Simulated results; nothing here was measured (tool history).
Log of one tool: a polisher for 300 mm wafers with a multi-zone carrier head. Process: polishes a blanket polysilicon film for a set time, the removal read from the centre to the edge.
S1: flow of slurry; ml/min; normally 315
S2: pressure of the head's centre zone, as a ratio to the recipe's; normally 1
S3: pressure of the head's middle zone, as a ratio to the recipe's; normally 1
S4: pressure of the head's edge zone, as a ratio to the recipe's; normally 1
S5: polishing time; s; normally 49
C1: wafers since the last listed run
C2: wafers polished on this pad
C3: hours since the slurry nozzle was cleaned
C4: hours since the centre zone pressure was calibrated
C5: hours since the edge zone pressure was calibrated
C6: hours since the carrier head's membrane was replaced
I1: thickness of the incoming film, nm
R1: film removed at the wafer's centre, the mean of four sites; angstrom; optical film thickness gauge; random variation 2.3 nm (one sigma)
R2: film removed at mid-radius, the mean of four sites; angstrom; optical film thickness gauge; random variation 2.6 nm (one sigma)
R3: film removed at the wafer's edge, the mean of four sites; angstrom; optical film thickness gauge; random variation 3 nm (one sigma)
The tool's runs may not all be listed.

run	day	S1	S2	S3	S4	S5	C1	C2	C3	C4	C5	C6	I1	R1	R2	R3
1	0	315	1	1	1.06	49	0	954	275.7	929.8	632.2	946.1	1500.9	2420	2398	2546
# day 0.783: worn pad replaced by a new one
2	0.808	315	1	1	1	39	192	8	295.1	949.2	651.6	965.5	1516.4	1852	1866	1966
# day 1.6: slurry nozzle cleaned
3	2.067	315	1	1	1	39	365	373	11.2	979.4	681.8	995.7	1498.5	2056	1983	2052
4	2.733	315	1	1	1	39	200	574	27.2	995.4	697.8	1011.7	1525.8	2037	1989	2118
5	3.821	315	1	1	1	49	326	900	53.3	1021.5	723.9	1037.8	1514.5	2543	2504	2620
# day 4.962: worn pad replaced by a new one
6	5.1	315	1	1	1	49	334	41	84	1052.2	754.6	1068.5	1516	2564	2571	2595
7	6.538	315	1	1	1	49	431	473	118.5	1086.7	789.1	1103	1522.1	2571	2518	2603
# day 7.592: centre zone pressure recalibrated
8	7.696	315	1	1	1	49	323	796	146.3	2.5	816.9	1130.8	1517.8	2555	2479	2597
# day 8.333: edge zone pressure recalibrated
# day 8.979: worn pad replaced by a new one
9	9	315	1	1	1	49	316	6	177.6	33.8	16	1162.1	1501.8	2541	2478	2589
# day 9.933: carrier head's membrane replaced by a new one
10	9.954	230	1	0.92	1.12	49	224	230	200.5	56.7	38.9	0.5	1506.8	2402	2210	2577
11	10.375	315	1	0.94	1.06	49	126	356	210.6	66.8	49	10.6	1534.4	2499	2341	2632
12	11.421	315	1	1	1	49	314	671	235.7	91.9	74.1	35.7	1495.9	2477	2417	2584
13	12.608	260	0.92	1	1	49	356	1027	264.2	120.4	102.6	64.2	1526.9	2150	2337	2484
# day 12.975: slurry nozzle cleaned
# day 13.233: worn pad replaced by a new one, of another model than before
14	13.371	315	1.04	1.03	1	49	166	41	9.5	138.7	120.9	82.5	1516.3	2629	2552	2578
15	14.279	315	1	0.94	1.06	49	272	314	31.3	160.5	142.7	104.3	1502.9	2522	2356	2701
16	16.833	315	1	0.93	1	49	767	1082	92.6	221.8	204	165.6	1530.2	2523	2309	2656
# day 17.233: worn pad replaced by a new one
17	17.992	315	1	1	1.07	49	298	227	120.4	249.6	231.8	193.4	1496.8	2558	2502	2693
18	18.504	315	1	1	1	39	154	381	132.7	261.9	244.1	205.7	1505.1	2019	1967	2057
19	19.3	395	1.11	1	0.92	56	239	621	151.8	281	263.2	224.8	1550.2	3302	2839	2884

3 ways to go on from here, each from the tool as it stands after run 19. What would each give?
A	19.317	315	1	1	1	49	5	626	152.2	281.4	263.6	225.2	1517.6	?	?	?
B	19.317	360	1	1	1	58	5	626	152.2	281.4	263.6	225.2	1517.6	?	?	?
C	19.317	315	0.97	0.94	1	38	5	626	152.2	281.4	263.6	225.2	1517.6	?	?	?

run	R1	R2	R3
A	2535	2538	2597
B	3035	3035	3098
C	1909	1869	2016
What these runs would have given with no unlogged condition in the tool:
run	R1	R2	R3
A	2588	2586	2635
B	3093	3087	3139
C	1949	1904	2045
